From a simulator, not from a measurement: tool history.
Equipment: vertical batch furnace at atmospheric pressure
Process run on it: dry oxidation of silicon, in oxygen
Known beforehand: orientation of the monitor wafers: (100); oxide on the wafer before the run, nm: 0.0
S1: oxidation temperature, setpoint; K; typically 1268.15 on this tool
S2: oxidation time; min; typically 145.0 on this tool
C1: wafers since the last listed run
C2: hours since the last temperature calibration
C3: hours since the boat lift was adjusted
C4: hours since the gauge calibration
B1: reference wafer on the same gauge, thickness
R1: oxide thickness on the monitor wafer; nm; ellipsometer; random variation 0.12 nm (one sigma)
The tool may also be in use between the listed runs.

run	hour	S1	S2	C1	C2	C3	C4	B1	R1
1	0.0	1268.15	145.0	0	3043.2	3745.0	69.5	70.62	78.31
2	23.1	1254.15	145.0	302	3066.3	3768.1	92.6	70.53	69.21
3	76.8	1255.15	130.0	704	3120.0	3821.8	146.3	70.59	64.64
# hour 114.5: thermocouples replaced and temperature profile calibrated
4	115.0	1255.15	130.0	186	0.5	3860.0	184.5	70.61	64.59
5	120.9	1268.15	145.0	77	6.4	3865.9	190.4	70.61	78.42
6	128.9	1268.15	145.0	104	14.4	3873.9	198.4	70.62	78.59
7	143.3	1268.15	145.0	188	28.8	3888.3	212.8	70.63	78.16
8	166.2	1254.15	145.0	300	51.7	3911.2	235.7	70.62	69.17
# hour 172.4: gauge calibrated
9	183.8	1292.15	199.5	230	69.3	3928.8	11.4	70.60	121.48
10	204.5	1268.15	88.5	271	90.0	3949.5	32.1	70.63	55.75
11	220.5	1268.15	145.0	209	106.0	3965.5	48.1	70.60	78.20
# hour 245.7: boat lift adjusted
12	246.2	1248.15	93.5	22	131.7	0.5	73.8	70.60	48.50
13	252.8	1260.15	195.0	86	138.3	7.1	80.4	70.62	89.80
14	276.9	1252.15	85.0	316	162.4	31.2	104.5	70.54	46.78
15	310.2	1268.15	145.0	436	195.7	64.5	137.8	70.59	78.51

What the log doesn't show, run by run:
true tube temperature minus thermocouple reading, K: 0 on each run
monitor wafer colder than the profiled boat position, K: 0 on each run
gauge reads high (%): 0 on each run
